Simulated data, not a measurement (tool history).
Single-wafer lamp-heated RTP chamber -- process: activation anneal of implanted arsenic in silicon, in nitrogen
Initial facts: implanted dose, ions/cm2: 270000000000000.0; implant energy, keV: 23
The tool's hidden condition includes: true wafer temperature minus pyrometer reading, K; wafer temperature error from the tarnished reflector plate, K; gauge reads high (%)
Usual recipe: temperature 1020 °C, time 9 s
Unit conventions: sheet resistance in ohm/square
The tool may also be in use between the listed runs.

| run | hour | temperature | time | wafers since the last listed run | wafers since the last pyrometer calibration | wafers since the reflector plate was cleaned | hours since the gauge calibration | read-back reference wafer on the same gauge, sheet resistance | sheet resistance |
|---|---|---|---|---|---|---|---|---|---|
| 1 | 0.0 | 1020 | 9 | 0 | 241 | 3765 | 282.0 | 245.02 | 300.79 |
| 2 | 26.1 | 1034 | 9 | 280 | 522 | 4046 | 308.1 | 245.19 | 299.30 |
| 3 | 49.3 | 1034 | 9 | 249 | 771 | 4295 | 331.3 | 245.05 | 299.53 |
| 4 | 62.8 | 1020 | 9 | 144 | 916 | 4440 | 344.8 | 244.81 | 299.71 |
| 5 | 88.1 | 1020 | 9 | 271 | 1187 | 4711 | 370.1 | 244.60 | 299.64 |
| 6 | 123.7 | 1020 | 9 | 382 | 1570 | 5094 | 405.7 | 244.64 | 299.88 |
| 7 | 156.0 | 1020 | 9 | 346 | 1917 | 5441 | 438.0 | 244.64 | 299.66 |
| 8 | 189.5 | 1006 | 6 | 359 | 2276 | 5800 | 471.5 | 244.61 | 301.26 |
| 9 | 208.7 | 1006 | 6 | 206 | 2483 | 6006 | 490.7 | 244.36 | 301.35 |
| 10 | 231.3 | 1020 | 9 | 242 | 2725 | 6249 | 513.3 | 244.45 | 299.38 |
| 11 | 265.6 | 1020 | 9 | 368 | 3094 | 6618 | 547.6 | 244.33 | 299.48 |
|  | 276.5 | pyrometer window cleaned and pyrometer calibrated |
| 12 | 298.1 | 1020 | 9 | 263 | 231 | 6881 | 580.1 | 244.19 | 298.93 |
| 13 | 315.0 | 1033 | 9 | 181 | 413 | 7062 | 597.0 | 244.25 | 297.15 |
| 14 | 341.2 | 1033 | 9 | 281 | 694 | 7343 | 623.2 | 244.19 | 298.22 |
| 15 | 358.0 | 1033 | 9 | 180 | 875 | 7524 | 640.0 | 244.13 | 297.55 |
| 16 | 392.4 | 1020 | 9 | 369 | 1244 | 7893 | 674.4 | 244.19 | 298.77 |
|  | 406.1 | reflector plate cleaned |
| 17 | 420.8 | 1020 | 9 | 219 | 1463 | 158 | 702.8 | 244.06 | 299.66 |
| 18 | 433.2 | 993 | 12 | 133 | 1596 | 291 | 715.2 | 244.07 | 300.08 |
| 19 | 445.2 | 1047 | 12 | 128 | 1725 | 420 | 727.2 | 244.19 | 294.78 |
| 20 | 462.0 | 1020 | 4 | 180 | 1905 | 600 | 744.0 | 244.19 | 301.12 |
| 21 | 487.5 | 1020 | 7 | 273 | 2179 | 874 | 769.5 | 244.10 | 300.37 |
|  | 504.6 | gauge calibrated |
| 22 | 504.8 | 1020 | 9 | 185 | 2365 | 1060 | 0.2 | 248.55 | 304.22 |
| 23 | 538.2 | 1020 | 14 | 358 | 2724 | 1419 | 33.6 | 248.03 | 301.71 |
| 24 | 562.8 | 1020 | 11 | 264 | 2988 | 1683 | 58.2 | 247.61 | 302.70 |
|  | 663.2 | pyrometer window cleaned and pyrometer calibrated |
| 25 | 670.3 | 1039 | 5 | 1068 | 76 | 2751 | 165.7 | 246.92 | 302.35 |
| 26 | 693.1 | 1040 | 11 | 244 | 321 | 2996 | 188.5 | 246.73 | 299.48 |
| 27 | 715.3 | 1009 | 14 | 238 | 559 | 3234 | 210.7 | 246.59 | 302.05 |
| 28 | 735.8 | 1020 | 9 | 220 | 779 | 3455 | 231.2 | 246.42 | 300.54 |
| 29 | 751.9 | 1044 | 14 | 172 | 952 | 3628 | 247.3 | 246.40 | 297.49 |
| 30 | 779.5 | 990 | 14 | 296 | 1249 | 3924 | 274.9 | 246.25 | 301.91 |
| 31 | 797.4 | 1012 | 14 | 192 | 1441 | 4116 | 292.8 | 245.98 | 300.75 |
| 32 | 825.3 | 1035 | 5 | 299 | 1741 | 4416 | 320.7 | 246.00 | 301.90 |
| 33 | 853.4 | 1033 | 9 | 301 | 2042 | 4718 | 348.8 | 245.86 | 300.01 |
| 34 | 865.7 | 1020 | 9 | 132 | 2174 | 4850 | 361.1 | 245.71 | 301.19 |
| 35 | 888.6 | 1001 | 13 | 245 | 2420 | 5096 | 384.0 | 245.79 | 301.05 |
| 36 | 910.0 | 1020 | 9 | 229 | 2650 | 5325 | 405.4 | 245.75 | 300.95 |

For each run, what was the tool's unlogged condition?
true wafer temperature minus pyrometer reading, K: 0, the same for each run
wafer temperature error from the tarnished reflector plate, K: 0, the same for each run
H1: gauge reads high (%)
| run | H1 |
|---|---|
| 1 | -1.16 |
| 2 | -1.21 |
| 3 | -1.25 |
| 4 | -1.27 |
| 5 | -1.3 |
| 6 | -1.35 |
| 7 | -1.38 |
| 8 | -1.42 |
| 9 | -1.43 |
| 10 | -1.45 |
| 11 | -1.48 |
| 12 | -1.5 |
| 13 | -1.51 |
| 14 | -1.52 |
| 15 | -1.53 |
| 16 | -1.54 |
| 17 | -1.55 |
| 18 | -1.56 |
| 19 | -1.56 |
| 20 | -1.57 |
| 21 | -1.58 |
| 22 | 0.201 |
| 23 | 0.0278 |
| 24 | -0.0865 |
| 25 | -0.477 |
| 26 | -0.54 |
| 27 | -0.598 |
| 28 | -0.646 |
| 29 | -0.682 |
| 30 | -0.738 |
| 31 | -0.771 |
| 32 | -0.819 |
| 33 | -0.862 |
| 34 | -0.879 |
| 35 | -0.909 |
| 36 | -0.935 |
